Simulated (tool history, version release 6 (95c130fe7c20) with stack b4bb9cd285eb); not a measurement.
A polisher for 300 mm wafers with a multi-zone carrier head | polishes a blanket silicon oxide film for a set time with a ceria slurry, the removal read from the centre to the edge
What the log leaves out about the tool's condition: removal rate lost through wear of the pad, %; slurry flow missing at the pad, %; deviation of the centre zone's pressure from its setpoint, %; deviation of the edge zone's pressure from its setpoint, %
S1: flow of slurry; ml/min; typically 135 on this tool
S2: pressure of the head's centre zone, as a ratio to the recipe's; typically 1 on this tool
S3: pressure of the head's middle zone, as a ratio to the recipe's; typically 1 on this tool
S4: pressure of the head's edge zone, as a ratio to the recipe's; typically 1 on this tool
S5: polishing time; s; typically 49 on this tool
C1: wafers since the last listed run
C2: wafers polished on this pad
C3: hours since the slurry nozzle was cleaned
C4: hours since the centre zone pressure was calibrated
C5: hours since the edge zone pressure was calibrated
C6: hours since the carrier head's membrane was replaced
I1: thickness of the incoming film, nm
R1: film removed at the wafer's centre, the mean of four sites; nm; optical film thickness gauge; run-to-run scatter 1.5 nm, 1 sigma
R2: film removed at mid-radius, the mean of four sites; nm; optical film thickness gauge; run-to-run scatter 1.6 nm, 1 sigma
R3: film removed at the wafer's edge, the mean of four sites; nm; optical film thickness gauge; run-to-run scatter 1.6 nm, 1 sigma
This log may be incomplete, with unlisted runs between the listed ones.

run	hour	S1	S2	S3	S4	S5	C1	C2	C3	C4	C5	C6	I1	R1	R2	R3
1	0	135	1	0.97	1	49	0	2923	273.9	270.8	338.7	605.3	913.7	224.5	233	239.5
2	104.5	135	1	1	1	49	1146	4070	378.4	375.3	443.2	709.8	904.6	220.4	238.3	236.1
# hour 189.9: worn pad replaced by a new one
3	190.4	135	1	1	1	49	898	5	464.3	461.2	529.1	795.7	912.9	220.2	233.1	235.4
# hour 228: carrier head's membrane replaced by a new one
4	246.9	135	1	1	1	49	565	570	520.8	517.7	585.6	18.9	908.4	219.5	233.2	236.2
# hour 263.2: centre zone pressure recalibrated
# hour 317.1: slurry nozzle cleaned
5	339	135	1	1	1	49	977	1548	21.9	75.8	677.7	111	913	229	240.6	243.1
6	410.3	135	1	1	1	49	782	2331	93.2	147.1	749	182.3	926.5	225.8	241.2	239.9
7	494.1	135	1	1	1	49	919	3250	177	230.9	832.8	266.1	918.7	222.5	239.4	240.3
8	549.1	135	0.92	1	1.07	36	603	3854	232	285.9	887.8	321.1	929	150.1	173.9	182.8
# hour 575.1: edge zone pressure recalibrated
# hour 594.3: worn pad replaced by a new one
9	647.9	135	1.04	0.96	1	49	1018	587	330.8	384.7	72.8	419.9	901.8	228.1	229.5	240.1
10	720.1	135	1	1	1	49	792	1380	403	456.9	145	492.1	927.1	216.1	233.6	237.1
# hour 794.2: centre zone pressure recalibrated
11	797.1	135	1	1	1	49	823	2203	480	2.9	222	569.1	902.3	227.8	234.9	235.1
12	839.3	135	1.09	0.9	1	43	463	2666	522.2	45.1	264.2	611.3	920	214	190.3	206.4
13	882.7	135	1	1	1	49	476	3142	565.6	88.5	307.6	654.7	892.6	219.7	229.2	233.8
14	965.9	170	1	1.11	0.92	49	913	4055	648.8	171.7	390.8	737.9	920.4	227.5	264.6	230
# hour 1000.3: worn pad replaced by a new one
15	1014.6	105	1.09	1	1	49	490	157	697.5	220.4	439.5	786.6	892.9	213	211.7	220.5
# hour 1020.4: slurry nozzle cleaned
# hour 1049.6: carrier head's membrane replaced by a new one
16	1058.2	135	1.1	1	1	34	412	569	37.8	264	483.1	8.6	904.6	173.7	165.8	167.4
17	1112.7	135	0.9	1	1	49	598	1168	92.3	318.5	537.6	63.1	914.9	204.9	241.5	240.4
18	1181.4	135	1	1	1	49	753	1921	161	387.2	606.3	131.8	911.4	223.4	239.7	237.6
19	1275.1	135	1	1	0.91	40	1028	2950	254.7	480.9	700	225.5	913.9	183	196.6	184.4
# hour 1321.3: centre zone pressure recalibrated
20	1372.7	135	1	1	1	49	1049	3999	352.3	51.4	797.6	323.1	919.4	223.1	241.4	238.2
21	1416.5	155	1.08	1.12	1.06	49	480	4480	396.1	95.2	841.4	366.9	897.7	252.8	265.2	249.8
# hour 1442.7: worn pad replaced by a new one
22	1482.7	135	1.04	0.95	1	49	682	438	462.3	161.4	907.6	433.1	897.2	228.4	222.7	237

Here are 4 independent what-if runs from the current tool condition. What would each one return?
A	1483.1	135	1	1	1	59	4	443	462.7	161.8	908	433.5	905.8	?	?	?
B	1483.1	135	1	1.09	1	63	4	443	462.7	161.8	908	433.5	905.8	?	?	?
C	1483.1	135	1	0.94	1	34	4	443	462.7	161.8	908	433.5	905.8	?	?	?
D	1483.1	135	1	1	0.94	49	4	443	462.7	161.8	908	433.5	905.8	?	?	?

run	R1	R2	R3
A	266.3	286.1	289.8
B	284.5	326	309.1
C	153.4	157.5	167.1
D	221.2	237.6	233.7
Had the tool no hidden state, the same runs would have come out as:
run	R1	R2	R3
A	281.7	291.7	293.8
B	301	332.3	313.4
C	162.3	160.6	169.4
D	234	242.3	236.9
